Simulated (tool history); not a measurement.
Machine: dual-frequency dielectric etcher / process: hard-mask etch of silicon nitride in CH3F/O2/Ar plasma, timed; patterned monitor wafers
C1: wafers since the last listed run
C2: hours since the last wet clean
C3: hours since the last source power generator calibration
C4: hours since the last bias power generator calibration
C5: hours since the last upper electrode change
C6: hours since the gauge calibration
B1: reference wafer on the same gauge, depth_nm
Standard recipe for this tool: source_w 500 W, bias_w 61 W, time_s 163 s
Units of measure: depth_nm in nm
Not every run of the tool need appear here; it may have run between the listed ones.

Run 1, hour 0: usual settings but bias_w 65 W; C1 0; C2 0.5; C3 3717; C4 4435.2; C5 1311; C6 572.9; B1 124.1. Result: depth_nm 119.4 nm.
Run 2, hour 92.7: usual settings; C1 896; C2 93.2; C3 3809.7; C4 4527.9; C5 1403.7; C6 665.6; B1 124.2. Result: depth_nm 115.8 nm.
Run 3, hour 158.8: usual settings; C1 639; C2 159.3; C3 3875.8; C4 4594; C5 1469.8; C6 731.7; B1 124. Result: depth_nm 116.1 nm.
Run 4, hour 172.1: usual settings; C1 128; C2 172.6; C3 3889.1; C4 4607.3; C5 1483.1; C6 745; B1 123.8. Result: depth_nm 114.9 nm.
Run 5, hour 201.9: usual settings; C1 288; C2 202.4; C3 3918.9; C4 4637.1; C5 1512.9; C6 774.8; B1 124.1. Result: depth_nm 115.8 nm.
Run 6, hour 223.4: usual settings; C1 208; C2 223.9; C3 3940.4; C4 4658.6; C5 1534.4; C6 796.3; B1 123.9. Result: depth_nm 115 nm.
At hour 259.4: wet clean of the chamber, repeated, since the last time left the tool worse.
At hour 261.3: source power generator calibrated.
Run 7, hour 261.8: usual settings; C1 121; C2 2.4; C3 0.5; C4 4697; C5 1572.8; C6 834.7; B1 123.8. Result: depth_nm 123.8 nm.
Run 8, hour 265: usual settings; C1 30; C2 5.6; C3 3.7; C4 4700.2; C5 1576; C6 837.9; B1 123.8. Result: depth_nm 124 nm.
Run 9, hour 299.8: usual settings; C1 336; C2 40.4; C3 38.5; C4 4735; C5 1610.8; C6 872.7; B1 124.1. Result: depth_nm 123.3 nm.
Run 10, hour 315.7: usual settings but source_w 580 W, time_s 133.5 s; C1 153; C2 56.3; C3 54.4; C4 4750.9; C5 1626.7; C6 888.6; B1 124.2. Result: depth_nm 103.7 nm.
Run 11, hour 339.6: usual settings but source_w 400 W, bias_w 54 W, time_s 124.5 s; C1 231; C2 80.2; C3 78.3; C4 4774.8; C5 1650.6; C6 912.5; B1 124. Result: depth_nm 86.4 nm.
Run 12, hour 371.4: usual settings; C1 307; C2 112; C3 110.1; C4 4806.6; C5 1682.4; C6 944.3; B1 124. Result: depth_nm 122.5 nm.
Run 13, hour 402.5: usual settings but source_w 540 W, bias_w 74 W, time_s 145 s; C1 300; C2 143.1; C3 141.2; C4 4837.7; C5 1713.5; C6 975.4; B1 124. Result: depth_nm 117.8 nm.
Run 14, hour 427.9: usual settings but bias_w 56 W; C1 245; C2 168.5; C3 166.6; C4 4863.1; C5 1738.9; C6 1000.8; B1 124. Result: depth_nm 118.9 nm.
At hour 463.4: gauge calibrated.
Run 15, hour 485.2: usual settings but source_w 560 W, bias_w 50 W; C1 554; C2 225.8; C3 223.9; C4 4920.4; C5 1796.2; C6 21.8; B1 124.1. Result: depth_nm 117.5 nm.
Run 16, hour 507.7: usual settings but source_w 580 W, bias_w 53 W, time_s 114 s; C1 217; C2 248.3; C3 246.4; C4 4942.9; C5 1818.7; C6 44.3; B1 123.9. Result: depth_nm 84.3 nm.
At hour 557.2: upper electrode replaced.
Run 17, hour 557.7: usual settings but source_w 610 W, bias_w 54 W, time_s 123 s; C1 251; C2 298.3; C3 296.4; C4 4992.9; C5 0.5; C6 94.3; B1 123.9. Result: depth_nm 91.6 nm.
Run 18, hour 571.3: usual settings; C1 131; C2 311.9; C3 310; C4 5006.5; C5 14.1; C6 107.9; B1 123.9. Result: depth_nm 120.7 nm.
At hour 583.7: bias power generator calibrated.
At hour 614.2: wet clean of the chamber.
Run 19, hour 614.7: usual settings but source_w 390 W, bias_w 75 W, time_s 211.5 s; C1 149; C2 0.5; C3 353.4; C4 31; C5 57.5; C6 151.3; B1 124. Result: depth_nm 163.5 nm.
Run 20, hour 623.2: usual settings but source_w 540 W, bias_w 74 W, time_s 145 s; C1 82; C2 9; C3 361.9; C4 39.5; C5 66; C6 159.8; B1 124.1. Result: depth_nm 118.7 nm.
Run 21, hour 652.9: usual settings but source_w 600 W, time_s 193 s; C1 287; C2 38.7; C3 391.6; C4 69.2; C5 95.7; C6 189.5; B1 124. Result: depth_nm 151.7 nm.
Run 22, hour 682.7: usual settings but bias_w 65 W; C1 288; C2 68.5; C3 421.4; C4 99; C5 125.5; C6 219.3; B1 124. Result: depth_nm 125.5 nm.
Run 23, hour 707.5: usual settings but bias_w 50 W; C1 239; C2 93.3; C3 446.2; C4 123.8; C5 150.3; C6 244.1; B1 124. Result: depth_nm 116.6 nm.

Run 24 has not been measured yet. What should we expect?
Run 24, hour 731.9: usual settings; C1 236; C2 117.7; C3 470.6; C4 148.2; C5 174.7; C6 268.5; B1 ?. Result: depth_nm ?.

{"run 24": {"B1": 124, "depth_nm": 123.2}}
With the hidden condition absent and the run-to-run variation left alone, this run would have shown depth_nm 124.1 nm.
